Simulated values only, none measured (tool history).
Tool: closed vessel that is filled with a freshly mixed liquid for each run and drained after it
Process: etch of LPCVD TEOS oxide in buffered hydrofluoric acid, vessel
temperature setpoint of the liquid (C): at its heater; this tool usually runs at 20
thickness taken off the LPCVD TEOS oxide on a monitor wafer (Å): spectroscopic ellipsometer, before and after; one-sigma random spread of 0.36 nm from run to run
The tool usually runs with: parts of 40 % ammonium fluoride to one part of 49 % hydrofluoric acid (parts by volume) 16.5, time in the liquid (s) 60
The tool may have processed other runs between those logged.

run   hour  temperature setpoint of the liquid (C)  parts of 40 % ammonium fluoride to one part of 49 % hydrofluoric acid (parts by volume)  time in the liquid (s)  read-back film thickness of the LPCVD TEOS oxide reference wafer, read on the same gauge (nm)  thickness taken off the LPCVD TEOS oxide on a monitor wafer (Å)
  1      0                                      20                                                                                     16.5                      60                                                                                          91.26                                                            667.4
  2   16.3                                      20                                                                                     16.5                      60                                                                                           91.4                                                            673.9
  3     37                                      20                                                                                     16.5                      60                                                                                          91.52                                                            679.2
  4   59.5                                      20                                                                                     16.5                      60                                                                                          91.67                                                            671.3
  5   94.7                                    17.5                                                                                     16.5                      60                                                                                          90.05                                                            572.8
  6  117.5                                    17.5                                                                                     16.5                      60                                                                                          90.08                                                            577.4
  7  138.6                                    17.5                                                                                     16.5                      60                                                                                          90.08                                                            571.6
  8  152.6                                      20                                                                                       14                      60                                                                                          90.11                                                            779.7
  9  185.6                                      20                                                                                       14                      60                                                                                          90.19                                                            780.8
 10    204                                      20                                                                                       14                      60                                                                                          90.18                                                            778.7
 11  233.3                                      18                                                                                     16.5                      35                                                                                          90.23                                                            343.6
 12  263.6                                      18                                                                                     16.5                      35                                                                                          90.34                                                            346.4
 13    297                                      20                                                                                     16.5                      60                                                                                          90.43                                                            663.2
 14  327.4                                      20                                                                                     16.5                      60                                                                                          90.57                                                            666.8
 15  346.7                                      20                                                                                     16.5                      60                                                                                          90.64                                                            668.3
 16  368.1                                      20                                                                                     16.5                      60                                                                                          90.68                                                              665
 17  388.5                                      17                                                                                     22.5                      80                                                                                           90.8                                                            571.8
 18  420.9                                      20                                                                                     16.5                      60                                                                                          90.98                                                            674.5
 19  446.1                                      17                                                                                       23                      45                                                                                           91.1                                                            317.5
 20  466.9                                      17                                                                                     16.5                      60                                                                                          91.26                                                            563.8
 21  498.2                                      20                                                                                     16.5                      60                                                                                          91.41                                                            671.5
 22    526                                      20                                                                                     16.5                      30                                                                                           91.6                                                            335.6
 23  557.6                                    21.5                                                                                       21                      60                                                                                          91.83                                                            584.8
 24  654.7                                      17                                                                                       14                      60                                                                                          90.32                                                            653.9
 25    670                                      18                                                                                     21.5                      90                                                                                           90.3                                                            704.8
 26  702.2                                      20                                                                                     16.5                      70                                                                                          90.38                                                            765.5
 27  721.4                                      20                                                                                     16.5                      85                                                                                           90.4                                                            940.9
 28    741                                      20                                                                                     16.5                      60                                                                                          90.48                                                            668.1
 29    758                                      20                                                                                     16.5                      60                                                                                          90.51                                                            663.5
 30  793.2                                      20                                                                                     16.5                      60                                                                                          90.62                                                            663.4
 31  818.7                                    18.5                                                                                     16.5                      60                                                                                          90.73                                                            613.4
 32  831.3                                      17                                                                                     13.5                      60                                                                                          90.74                                                            681.9
 33  848.2                                      20                                                                                     16.5                      60                                                                                          90.84                                                            667.2

Taken out of this log: 4 entries between the listed runs. Where each belongs, and how the hidden state differs across it:
In the gap between runs 4 and 5: gauge calibrated (hour 74.4)
  gauge reads high (%): 1.87 -> 0.0725
  the result without the hidden state subtracted from the measured one, thickness taken off the LPCVD TEOS oxide on a monitor wafer (Å): +12.3 -> +0.4
In the gap between runs 19 and 20: hydrofluoric acid flow meter replaced (hour 451.2)
  gauge reads high (%): 1.22 -> 1.35
  the result without the hidden state subtracted from the measured one, thickness taken off the LPCVD TEOS oxide on a monitor wafer (Å): +3.8 -> +7.6
In the gap between runs 23 and 24: gauge calibrated (hour 579); thermometer replaced (hour 593.4)
  gauge reads high (%): 2.01 -> 0.357
  the result without the hidden state subtracted from the measured one, thickness taken off the LPCVD TEOS oxide on a monitor wafer (Å): +11.6 -> +2.4

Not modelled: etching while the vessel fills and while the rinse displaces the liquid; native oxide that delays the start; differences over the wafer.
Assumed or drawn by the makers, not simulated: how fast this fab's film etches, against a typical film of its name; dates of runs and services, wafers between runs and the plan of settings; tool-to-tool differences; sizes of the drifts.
